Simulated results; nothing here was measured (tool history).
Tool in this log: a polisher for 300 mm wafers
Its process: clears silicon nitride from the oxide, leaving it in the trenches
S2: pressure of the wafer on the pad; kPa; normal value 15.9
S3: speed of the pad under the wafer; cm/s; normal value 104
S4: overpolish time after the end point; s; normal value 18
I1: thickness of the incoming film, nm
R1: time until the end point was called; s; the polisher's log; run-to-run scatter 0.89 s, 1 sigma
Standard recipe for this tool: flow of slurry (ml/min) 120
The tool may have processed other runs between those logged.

{"run": 1, "hour": 0.0, "flow of slurry (ml/min)": 120, "S2": 15.9, "S3": 104, "S4": 13, "I1": 71.2, "R1": 93.4}
{"run": 2, "hour": 17.9, "flow of slurry (ml/min)": 120, "S2": 15.9, "S3": 104, "S4": 22, "I1": 69.8, "R1": 93.3}
{"run": 3, "hour": 27.3, "flow of slurry (ml/min)": 120, "S2": 15.9, "S3": 104, "S4": 22, "I1": 70.3, "R1": 92.6}
{"run": 4, "hour": 41.6, "flow of slurry (ml/min)": 120, "S2": 15.9, "S3": 104, "S4": 22, "I1": 68.4, "R1": 91.9}
{"run": 5, "hour": 51.4, "flow of slurry (ml/min)": 120, "S2": 15.9, "S3": 104, "S4": 18, "I1": 69.9, "R1": 93.6}
{"run": 6, "hour": 59.5, "flow of slurry (ml/min)": 120, "S2": 15.9, "S3": 104, "S4": 18, "I1": 69.4, "R1": 94.7}
{"run": 7, "hour": 72.1, "flow of slurry (ml/min)": 120, "S2": 15.9, "S3": 104, "S4": 18, "I1": 69.2, "R1": 94.9}
{"run": 8, "hour": 78.7, "flow of slurry (ml/min)": 120, "S2": 15.9, "S3": 104, "S4": 18, "I1": 69.8, "R1": 96.9}
{"hour": 85.9, "done": "worn pad replaced by a new one"}
{"hour": 89.2, "done": "slurry nozzle cleaned"}
{"run": 9, "hour": 89.7, "flow of slurry (ml/min)": 120, "S2": 15.9, "S3": 104, "S4": 18, "I1": 69.8, "R1": 91.1}
{"run": 10, "hour": 102.9, "flow of slurry (ml/min)": 120, "S2": 15.9, "S3": 104, "S4": 18, "I1": 69.6, "R1": 92.1}
{"run": 11, "hour": 119.1, "flow of slurry (ml/min)": 120, "S2": 15.9, "S3": 104, "S4": 18, "I1": 69.8, "R1": 92.0}
{"hour": 122.5, "done": "head pressure recalibrated"}
{"run": 12, "hour": 130.1, "flow of slurry (ml/min)": 120, "S2": 15.9, "S3": 104, "S4": 18, "I1": 68.9, "R1": 92.2}
{"run": 13, "hour": 139.7, "flow of slurry (ml/min)": 120, "S2": 20.0, "S3": 116, "S4": 18, "I1": 70.9, "R1": 68.2}
{"run": 14, "hour": 152.4, "flow of slurry (ml/min)": 105, "S2": 11.0, "S3": 104, "S4": 18, "I1": 69.2, "R1": 134.3}
{"run": 15, "hour": 163.7, "flow of slurry (ml/min)": 120, "S2": 15.9, "S3": 104, "S4": 22, "I1": 69.9, "R1": 92.5}
{"run": 16, "hour": 181.3, "flow of slurry (ml/min)": 120, "S2": 20.7, "S3": 104, "S4": 27, "I1": 69.8, "R1": 73.3}
{"run": 17, "hour": 188.6, "flow of slurry (ml/min)": 120, "S2": 15.9, "S3": 104, "S4": 18, "I1": 69.1, "R1": 95.8}
{"hour": 199.1, "done": "worn pad replaced by a new one"}
{"run": 18, "hour": 204.4, "flow of slurry (ml/min)": 130, "S2": 15.9, "S3": 104, "S4": 13, "I1": 70.6, "R1": 90.1}
{"run": 19, "hour": 210.8, "flow of slurry (ml/min)": 120, "S2": 15.9, "S3": 120, "S4": 12, "I1": 70.2, "R1": 79.8}
{"run": 20, "hour": 220.4, "flow of slurry (ml/min)": 120, "S2": 17.9, "S3": 136, "S4": 13, "I1": 69.1, "R1": 61.4}
{"run": 21, "hour": 232.2, "flow of slurry (ml/min)": 120, "S2": 15.9, "S3": 116, "S4": 18, "I1": 70.2, "R1": 82.6}
{"run": 22, "hour": 250.0, "flow of slurry (ml/min)": 120, "S2": 19.3, "S3": 104, "S4": 13, "I1": 68.9, "R1": 75.0}
{"run": 23, "hour": 261.2, "flow of slurry (ml/min)": 120, "S2": 15.9, "S3": 104, "S4": 18, "I1": 69.3, "R1": 93.8}

5 ways to go on from here, each from the tool as it stands after run 23. What would each give?
{"run": "A", "hour": 261.6, "flow of slurry (ml/min)": 120, "S2": 15.9, "S3": 104, "S4": 18, "I1": 70.4, "R1": "?"}
{"run": "B", "hour": 261.6, "flow of slurry (ml/min)": 135, "S2": 15.9, "S3": 104, "S4": 18, "I1": 70.4, "R1": "?"}
{"run": "C", "hour": 261.6, "flow of slurry (ml/min)": 120, "S2": 15.9, "S3": 70, "S4": 18, "I1": 70.4, "R1": "?"}
{"run": "D", "hour": 261.6, "flow of slurry (ml/min)": 120, "S2": 14.5, "S3": 84, "S4": 10, "I1": 70.4, "R1": "?"}
{"run": "E", "hour": 261.6, "flow of slurry (ml/min)": 100, "S2": 15.9, "S3": 104, "S4": 18, "I1": 70.4, "R1": "?"}

run=A R1=94.9
run=B R1=92.5
run=C R1=141.0
run=D R1=127.9
run=E R1=99.3
Stripped of hidden state, with their random variation kept, the same runs would have yielded:
run=A R1=93.1
run=B R1=90.8
run=C R1=138.4
run=D R1=125.5
run=E R1=97.4

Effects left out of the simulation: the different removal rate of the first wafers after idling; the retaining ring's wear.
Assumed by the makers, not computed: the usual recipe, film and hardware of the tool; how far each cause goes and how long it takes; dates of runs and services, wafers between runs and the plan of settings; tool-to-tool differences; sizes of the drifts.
